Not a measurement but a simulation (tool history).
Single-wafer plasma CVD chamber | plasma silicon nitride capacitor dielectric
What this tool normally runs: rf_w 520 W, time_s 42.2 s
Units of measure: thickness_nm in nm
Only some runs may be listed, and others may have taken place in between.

run,hour,rf_w,time_s,wafers since the last listed run,hours since the last RF generator calibration,hours since the showerhead was replaced,hours since the gauge calibration,"read-back reference wafer on the same gauge, thickness_nm",thickness_nm
1,0,520,42.2,0,1893.4,1495.8,1672.6,80.049,65.506
2,39.2,520,42.2,1238,1932.6,1535,1711.8,80.201,65.519
# hour 91.6: gauge calibrated
3,96.5,520,42.2,1810,1989.9,1592.3,4.9,80.113,65.594
4,187.9,575,42.2,2888,2081.3,1683.7,96.3,80.129,67.944
5,239.1,575,42.2,1618,2132.5,1734.9,147.5,80.23,67.496
# hour 275.2: RF generator calibrated
6,537.4,460,37.5,9175,262.2,2033.2,445.8,80.19,56.67
7,631,460,37.5,2958,355.8,2126.8,539.4,80.087,56.456
8,689.5,445,44.5,1848,414.3,2185.3,597.9,80.126,66.325
9,742.6,445,44.5,1678,467.4,2238.4,651,80.231,65.992
10,789.6,585,42.2,1485,514.4,2285.4,698,80.09,69.435
11,869,585,42.2,2509,593.8,2364.8,777.4,80.163,69.584
12,911.7,520,42.2,1349,636.5,2407.5,820.1,80.145,66.406
13,1041.3,475,44.5,4096,766.1,2537.1,949.7,80.129,67.7
14,1086.4,490,42.2,1425,811.2,2582.2,994.8,80.032,64.627
15,1123.2,490,42.2,1163,848,2619,1031.6,80.14,64.553
16,1227.2,520,42.2,3286,952,2723,1135.6,80.249,66.069
17,1298.4,520,42.2,2250,1023.2,2794.2,1206.8,80.127,66.289
18,1393.9,520,42.2,3018,1118.7,2889.7,1302.3,80.063,65.933
19,1450.3,465,47,1782,1175.1,2946.1,1358.7,80.109,70.38
20,1499.6,465,47,1558,1224.4,2995.4,1408,80.029,70.948
21,1584.3,600,35.9,2676,1309.1,3080.1,1492.7,80.14,59.031
22,1673.4,520,42.2,2816,1398.2,3169.2,1581.8,80.068,65.945
23,1774.7,520,38.4,3201,1499.5,3270.5,1683.1,80.067,59.73
# hour 1829.7: gauge calibrated
24,1836.1,550,35.4,1940,1560.9,3331.9,6.4,80.091,56.557
25,1938.6,610,38.7,3239,1663.4,3434.4,108.9,80.156,63.713
26,2025.1,580,47.4,2733,1749.9,3520.9,195.4,80.21,76.712
27,2107.4,520,42.2,2601,1832.2,3603.2,277.7,79.975,65.551
28,2182.5,470,39.6,2373,1907.3,3678.3,352.8,80.115,59.168
29,2262.4,555,39,2525,1987.2,3758.2,432.7,80.117,61.762
30,2369.8,610,37,3394,2094.6,3865.6,540.1,80.257,60.693
# hour 2386.3: RF generator calibrated
# hour 2423.2: showerhead replaced
31,2423.7,550,42.2,1197,37.4,0.5,594,80.131,67.887
32,2493.6,585,37.3,2209,107.3,70.4,663.9,80.019,61.09
33,2599.4,520,48.7,3343,213.1,176.2,769.7,80.008,76.78
34,2851.3,435,42.2,7961,465,428.1,1021.6,79.961,61.787
35,2902.4,520,42.2,1615,516.1,479.2,1072.7,79.999,66.327
36,2980.2,560,45.7,2458,593.9,557,1150.5,80.144,73.64
37,3073,465,39.9,2932,686.7,649.8,1243.3,80.111,59.88
38,3142.9,520,48.4,2209,756.6,719.7,1313.2,80.123,76
39,3188,620,39.2,1425,801.7,764.8,1358.3,80.054,65.612
40,3287.3,520,37.7,3138,901,864.1,1457.6,80.162,59.04
41,3330.6,520,42.2,1368,944.3,907.4,1500.9,80.095,66.184

3 ways to go on from here, each from the tool as it stands after run 41. What would each give?
A,3331,520,42.2,12,944.7,907.8,1501.3,?,?
B,3331,520,38.3,12,944.7,907.8,1501.3,?,?
C,3331,590,38.4,12,944.7,907.8,1501.3,?,?

run,"read-back reference wafer on the same gauge, thickness_nm",thickness_nm
A,79.983,65.769
B,79.983,59.691
C,79.983,62.644
Take away the tool's hidden state, keep each run's random variation, and the runs would have read:
run,thickness_nm
A,66.68
B,60.518
C,63.512
